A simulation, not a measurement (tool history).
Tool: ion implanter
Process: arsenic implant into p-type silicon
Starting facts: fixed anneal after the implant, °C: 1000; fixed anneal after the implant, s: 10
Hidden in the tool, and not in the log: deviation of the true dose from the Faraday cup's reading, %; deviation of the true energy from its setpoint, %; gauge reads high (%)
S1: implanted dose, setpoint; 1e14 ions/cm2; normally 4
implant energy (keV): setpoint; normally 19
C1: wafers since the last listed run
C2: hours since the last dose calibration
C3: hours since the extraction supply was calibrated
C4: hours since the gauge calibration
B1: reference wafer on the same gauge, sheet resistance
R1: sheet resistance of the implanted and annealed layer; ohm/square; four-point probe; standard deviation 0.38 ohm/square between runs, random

run 1 day=0 | S1=4 implant_energy_(keV)=19 | C1=0 C2=1198.2 C3=4742.8 C4=292 | B1=284.99 | R1=259.05
run 2 day=0.462 | S1=4.43 implant_energy_(keV)=19 | C1=208 C2=1209.3 C3=4753.9 C4=303.1 | B1=285 | R1=240.61
run 3 day=0.775 | S1=4.43 implant_energy_(keV)=19 | C1=141 C2=1216.8 C3=4761.4 C4=310.6 | B1=285.02 | R1=241.49
run 4 day=1.038 | S1=3.1 implant_energy_(keV)=19 | C1=118 C2=1223.1 C3=4767.7 C4=316.9 | B1=285.07 | R1=313.23
run 5 day=1.383 | S1=4 implant_energy_(keV)=21 | C1=156 C2=1231.4 C3=4776 C4=325.2 | B1=285 | R1=255.94
run 6 day=1.708 | S1=4 implant_energy_(keV)=21 | C1=146 C2=1239.2 C3=4783.8 C4=333 | B1=285.03 | R1=256.12
run 7 day=2.296 | S1=4 implant_energy_(keV)=19 | C1=265 C2=1253.3 C3=4797.9 C4=347.1 | B1=284.98 | R1=259.84
run 8 day=2.688 | S1=4 implant_energy_(keV)=19 | C1=176 C2=1262.7 C3=4807.3 C4=356.5 | B1=284.99 | R1=260.16
run 9 day=3.35 | S1=4 implant_energy_(keV)=16.5 | C1=298 C2=1278.6 C3=4823.2 C4=372.4 | B1=285.05 | R1=264.44
run 10 day=3.625 | S1=4 implant_energy_(keV)=19 | C1=124 C2=1285.2 C3=4829.8 C4=379 | B1=285.07 | R1=260.8
run 11 day=4.217 | S1=4 implant_energy_(keV)=19 | C1=266 C2=1299.4 C3=4844 C4=393.2 | B1=285 | R1=259.8
run 12 day=4.821 | S1=3.14 implant_energy_(keV)=19 | C1=272 C2=1313.9 C3=4858.5 C4=407.7 | B1=285 | R1=310.47
run 13 day=5.233 | S1=3.14 implant_energy_(keV)=19 | C1=186 C2=1323.8 C3=4868.4 C4=417.6 | B1=284.97 | R1=310.73
-- day=6.646 Faraday cup replaced and dose calibrated
run 14 day=6.704 | S1=3.14 implant_energy_(keV)=19 | C1=513 C2=1.4 C3=4903.7 C4=452.9 | B1=285.03 | R1=300.04
run 15 day=7.233 | S1=3.52 implant_energy_(keV)=19 | C1=238 C2=14.1 C3=4916.4 C4=465.6 | B1=285.04 | R1=274.78
run 16 day=7.892 | S1=4 implant_energy_(keV)=19 | C1=297 C2=29.9 C3=4932.2 C4=481.4 | B1=284.95 | R1=250.43
run 17 day=8.242 | S1=4 implant_energy_(keV)=19 | C1=157 C2=38.3 C3=4940.6 C4=489.8 | B1=285.13 | R1=250.54
run 18 day=8.592 | S1=4 implant_energy_(keV)=14.5 | C1=157 C2=46.7 C3=4949 C4=498.2 | B1=285.09 | R1=259.69
run 19 day=9.204 | S1=3.14 implant_energy_(keV)=19 | C1=276 C2=61.4 C3=4963.7 C4=512.9 | B1=284.93 | R1=300.49
run 20 day=9.55 | S1=3.14 implant_energy_(keV)=19 | C1=156 C2=69.7 C3=4972 C4=521.2 | B1=284.96 | R1=300.29
run 21 day=10.042 | S1=3.53 implant_energy_(keV)=25 | C1=221 C2=81.5 C3=4983.8 C4=533 | B1=285.03 | R1=265.21
run 22 day=10.4 | S1=4.98 implant_energy_(keV)=19 | C1=161 C2=90.1 C3=4992.4 C4=541.6 | B1=284.98 | R1=214.46
-- day=10.667 gauge calibrated
-- day=11.3 extraction supply calibrated
run 23 day=11.321 | S1=4 implant_energy_(keV)=12.5 | C1=265 C2=112.2 C3=0.5 C4=15.7 | B1=284.96 | R1=264.87
run 24 day=11.9 | S1=4 implant_energy_(keV)=19 | C1=261 C2=126.1 C3=14.4 C4=29.6 | B1=284.96 | R1=251.35
run 25 day=12.238 | S1=4.79 implant_energy_(keV)=16 | C1=152 C2=134.2 C3=22.5 C4=37.7 | B1=285 | R1=226.25
run 26 day=12.567 | S1=2.98 implant_energy_(keV)=14 | C1=148 C2=142.1 C3=30.4 C4=45.6 | B1=285.04 | R1=325.39
run 27 day=13.025 | S1=4.87 implant_energy_(keV)=13 | C1=206 C2=153.1 C3=41.4 C4=56.6 | B1=285.13 | R1=230.23
run 28 day=13.533 | S1=4 implant_energy_(keV)=16 | C1=229 C2=165.3 C3=53.6 C4=68.8 | B1=285.06 | R1=256.39
run 29 day=13.925 | S1=3.46 implant_energy_(keV)=24.5 | C1=176 C2=174.7 C3=63 C4=78.2 | B1=285 | R1=270.52
run 30 day=14.575 | S1=4 implant_energy_(keV)=19 | C1=293 C2=190.3 C3=78.6 C4=93.8 | B1=284.98 | R1=251.07
run 31 day=14.883 | S1=4 implant_energy_(keV)=19 | C1=139 C2=197.7 C3=86 C4=101.2 | B1=284.89 | R1=251.54
run 32 day=15.396 | S1=4 implant_energy_(keV)=19 | C1=231 C2=210 C3=98.3 C4=113.5 | B1=284.95 | R1=251.48
run 33 day=15.892 | S1=3.53 implant_energy_(keV)=22.5 | C1=223 C2=221.9 C3=110.2 C4=125.4 | B1=285.06 | R1=269.6
run 34 day=16.396 | S1=3.3 implant_energy_(keV)=16.5 | C1=227 C2=234 C3=122.3 C4=137.5 | B1=285.04 | R1=295.49
run 35 day=16.696 | S1=3.26 implant_energy_(keV)=19 | C1=135 C2=241.2 C3=129.5 C4=144.7 | B1=284.99 | R1=292.75
run 36 day=17.15 | S1=5.06 implant_energy_(keV)=15.5 | C1=204 C2=252.1 C3=140.4 C4=155.6 | B1=284.9 | R1=219.73

Some steps in R1 between neighbouring runs. How much of each would the tool show without its hidden state too (settings, what came in, random variation), and how much is left for the hidden state, with any gauge scatter that isn't in both results?
Run 3 -> 4: S1 4.43 -> 3.1. R1 +71.74 ohm/square: hidden state +2.68, all else +69.06.
Run 11 -> 12: S1 4 -> 3.14. R1 +50.67 ohm/square: hidden state +2.03, all else +48.64.
Run 13 -> 14: Faraday cup replaced and dose calibrated. R1 -10.69 ohm/square: hidden state -11.72, all else +1.03.
Run 25 -> 26: S1 4.79 -> 2.98, implant energy (keV) 16 -> 14. R1 +99.14 ohm/square: hidden state +0.09, all else +99.05.
Run 26 -> 27: S1 2.98 -> 4.87, implant energy (keV) 14 -> 13. R1 -95.16 ohm/square: hidden state +0, all else -95.16.
Run 35 -> 36: S1 3.26 -> 5.06, implant energy (keV) 19 -> 15.5. R1 -73.02 ohm/square: hidden state -0.2, all else -72.82.
